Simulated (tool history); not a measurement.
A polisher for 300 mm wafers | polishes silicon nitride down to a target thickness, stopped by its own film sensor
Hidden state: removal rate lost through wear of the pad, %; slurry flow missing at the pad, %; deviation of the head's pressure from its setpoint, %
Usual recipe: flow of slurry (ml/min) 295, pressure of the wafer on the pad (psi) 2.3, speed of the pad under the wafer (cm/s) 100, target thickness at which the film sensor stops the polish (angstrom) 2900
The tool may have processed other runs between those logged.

run   hour  flow of slurry (ml/min)  pressure of the wafer on the pad (psi)  speed of the pad under the wafer (cm/s)  target thickness at which the film sensor stops the polish (angstrom)  wafers since the last listed run  wafers polished on this pad  hours since the slurry nozzle was cleaned  hours since the head pressure was calibrated  incoming thickness of the incoming film, nm  time until the film sensor stopped the polish (s)
  1      0                      295                                     2.3                                      120                                                                   2900                                 0                          636                                       87.9                                        1167.4                                        358.5                                               46.5
  2    7.5                      295                                     2.3                                      120                                                                   2900                                54                          691                                       95.4                                        1174.9                                        357.2                                               45.8
  3   13.8                      295                                     2.3                                      120                                                                   2900                                45                          736                                      101.7                                        1181.2                                        362.6                                               49.1
  4   23.5                      295                                     2.3                                      100                                                                   2900                                70                          807                                      111.4                                        1190.9                                        356.6                                                 52
  5   43.9                      295                                     2.3                                      100                                                                   2900                               147                          954                                      131.8                                        1211.3                                        354.9                                               50.9
  6   60.5                      295                                     2.3                                      100                                                                   2900                               120                         1075                                      148.4                                        1227.9                                        359.3                                               54.3
  7   70.4                      295                                     2.3                                      100                                                                   2850                                71                         1146                                      158.3                                        1237.8                                          353                                               53.7
  8   84.8                      355                                     2.3                                       76                                                                   2900                               104                         1251                                      172.7                                        1252.2                                        354.8                                               63.9
      98.8  -- worn pad replaced by a new one
  9  100.1                      200                                     2.8                                      126                                                                   2770                                81                            9                                        188                                        1267.5                                        354.6                                                 45
     104.4  -- head pressure recalibrated
 10  110.8                      240                                     2.1                                       86                                                                   2970                                63                           72                                      198.7                                           6.4                                        357.9                                               57.2
 11  128.1                      295                                     2.3                                      100                                                                   2900                               125                          197                                        216                                          23.7                                        365.7                                               59.8
 12  145.4                      380                                     2.3                                      100                                                                   2900                               125                          322                                      233.3                                            41                                        359.8                                               54.3
     154.1  -- slurry nozzle cleaned
 13  157.6                      295                                     2.3                                      100                                                                   2900                                81                          404                                        3.5                                          53.2                                        364.7                                               58.4
 14  187.8                      295                                     2.3                                      100                                                                   2900                               218                          622                                       33.7                                          83.4                                        360.3                                               55.7
 15  194.4                      235                                     2.3                                       68                                                                   2730                                47                          670                                       40.3                                            90                                        359.7                                               95.3

Alternative continuations, all from the tool just after run 15; predict every row:
  A  194.8                      295                                     2.3                                      100                                                                   2900                                 2                          673                                       40.7                                          90.4                                        355.4                                                  ?
  B  194.8                      215                                     2.3                                       86                                                                   2780                                 2                          673                                       40.7                                          90.4                                        355.4                                                  ?
  C  194.8                      375                                     2.3                                       80                                                                   2780                                 2                          673                                       40.7                                          90.4                                        355.4                                                  ?
  D  194.8                      295                                     1.6                                      130                                                                   2900                                 2                          673                                       40.7                                          90.4                                        355.4                                                  ?
  E  194.8                      345                                     2.3                                      100                                                                   2900                                 2                          673                                       40.7                                          90.4                                        355.4                                                  ?

run  time until the film sensor stopped the polish (s)
  A                                               51.9
  B                                               70.7
  C                                               72.5
  D                                               52.4
  E                                               51.5
The same runs, with their run-to-run variation unchanged, on a tool lacking any hidden condition would have given:
run  time until the film sensor stopped the polish (s)
  A                                               51.9
  B                                               70.7
  C                                               72.5
  D                                               52.4
  E                                               51.5
